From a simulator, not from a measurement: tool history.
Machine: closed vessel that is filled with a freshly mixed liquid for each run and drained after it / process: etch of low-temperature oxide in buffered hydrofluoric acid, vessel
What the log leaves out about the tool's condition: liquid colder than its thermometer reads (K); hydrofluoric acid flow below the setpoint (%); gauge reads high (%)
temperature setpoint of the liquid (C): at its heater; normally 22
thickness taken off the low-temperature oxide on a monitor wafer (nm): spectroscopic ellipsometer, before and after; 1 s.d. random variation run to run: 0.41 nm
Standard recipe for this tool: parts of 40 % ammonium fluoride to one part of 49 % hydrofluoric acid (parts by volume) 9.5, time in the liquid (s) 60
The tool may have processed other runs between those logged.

run   hour  temperature setpoint of the liquid (C)  parts of 40 % ammonium fluoride to one part of 49 % hydrofluoric acid (parts by volume)  time in the liquid (s)  wafers since the last listed run  hours since the thermometer was replaced  hours since the hydrofluoric acid flow meter was replaced  hours since the gauge calibration  read-back film thickness of the low-temperature oxide reference wafer, read on the same gauge (nm)  thickness taken off the low-temperature oxide on a monitor wafer (nm)
  1      0                                      22                                                                                       12                      60                                 0                                    2444.8                                                     2100.7                               98.2                                                                                               80.01                                                                     98
  2   16.3                                      22                                                                                       12                      60                              2083                                    2461.1                                                       2117                              114.5                                                                                                  80                                                                  97.85
  3   27.4                                      22                                                                                      9.5                      60                              1418                                    2472.2                                                     2128.1                              125.6                                                                                               79.99                                                                 120.76
  4   38.9                                      22                                                                                      9.5                      60                              1469                                    2483.7                                                     2139.6                              137.1                                                                                                  80                                                                 120.62
  5   52.5                                      22                                                                                      9.5                      60                              1738                                    2497.3                                                     2153.2                              150.7                                                                                               80.01                                                                 120.06
      57.8  -- thermometer replaced
  6   67.2                                      22                                                                                      7.5                      60                              1750                                       9.4                                                     2167.9                              165.4                                                                                                  80                                                                 168.41
  7   81.1                                      22                                                                                      9.5                      60                              1776                                      23.3                                                     2181.8                              179.3                                                                                                  80                                                                 133.49
  8   93.8                                      22                                                                                      9.5                      60                              1623                                        36                                                     2194.5                                192                                                                                               79.99                                                                 132.59
  9  106.8                                      22                                                                                       11                      60                              1661                                        49                                                     2207.5                                205                                                                                               80.01                                                                 117.82
 10  122.1                                      22                                                                                      9.5                      60                              1955                                      64.3                                                     2222.8                              220.3                                                                                               80.01                                                                    133
 11  133.2                                      22                                                                                      8.5                      60                              1418                                      75.4                                                     2233.9                              231.4                                                                                               80.01                                                                 146.56
 12  143.8                                      22                                                                                      9.5                      60                              1354                                        86                                                     2244.5                                242                                                                                               80.01                                                                 133.97
     151.4  -- hydrofluoric acid flow meter replaced
 13  156.2                                    26.5                                                                                      9.5                      60                              1457                                      98.4                                                        4.8                              254.4                                                                                               79.98                                                                 169.73
     156.2  -- gauge calibrated
 14  162.5                                    20.5                                                                                      9.5                      40                               805                                     104.7                                                       11.1                                6.3                                                                                                  80                                                                  81.74
 15  172.4                                      22                                                                                      6.5                      90                              1265                                     114.6                                                         21                               16.2                                                                                               80.01                                                                 288.49
 16  181.9                                      25                                                                                     12.5                      85                              1214                                     124.1                                                       30.5                               25.7                                                                                                  80                                                                 172.98
 17  191.5                                      22                                                                                      5.5                      60                              1226                                     133.7                                                       40.1                               35.3                                                                                                  80                                                                 222.11
 18  204.4                                      22                                                                                        7                      50                              1648                                     146.6                                                         53                               48.2                                                                                               80.02                                                                  150.4
 19  217.8                                      22                                                                                      9.5                      60                              1712                                       160                                                       66.4                               61.6                                                                                                  80                                                                 132.64
 20  224.3                                      22                                                                                      9.5                      60                               830                                     166.5                                                       72.9                               68.1                                                                                               79.99                                                                 132.48
 21    232                                      17                                                                                      7.5                      60                               984                                     174.2                                                       80.6                               75.8                                                                                               79.98                                                                 125.71
 22  246.8                                      22                                                                                      9.5                      60                              1891                                       189                                                       95.4                               90.6                                                                                               80.01                                                                 132.64
 23  253.1                                      22                                                                                     13.5                      80                               805                                     195.3                                                      101.7                               96.9                                                                                               79.97                                                                 127.48
 24  262.5                                      17                                                                                      8.5                      90                              1201                                     204.7                                                      111.1                              106.3                                                                                               79.98                                                                 164.83

Run 25 has not been measured yet. What should we expect?
 25   275                                      22                                                                                       13                      75                              1597                                     217.2                                                      123.6                              118.8                                                                                                   ?                                                                      ?

{"run 25": {"read-back film thickness of the low-temperature oxide reference wafer, read on the same gauge (nm)": 79.98, "thickness taken off the low-temperature oxide on a monitor wafer (nm)": 123.89}}
With no hidden state in the tool, this same run would have given thickness taken off the low-temperature oxide on a monitor wafer (nm) 125.62.

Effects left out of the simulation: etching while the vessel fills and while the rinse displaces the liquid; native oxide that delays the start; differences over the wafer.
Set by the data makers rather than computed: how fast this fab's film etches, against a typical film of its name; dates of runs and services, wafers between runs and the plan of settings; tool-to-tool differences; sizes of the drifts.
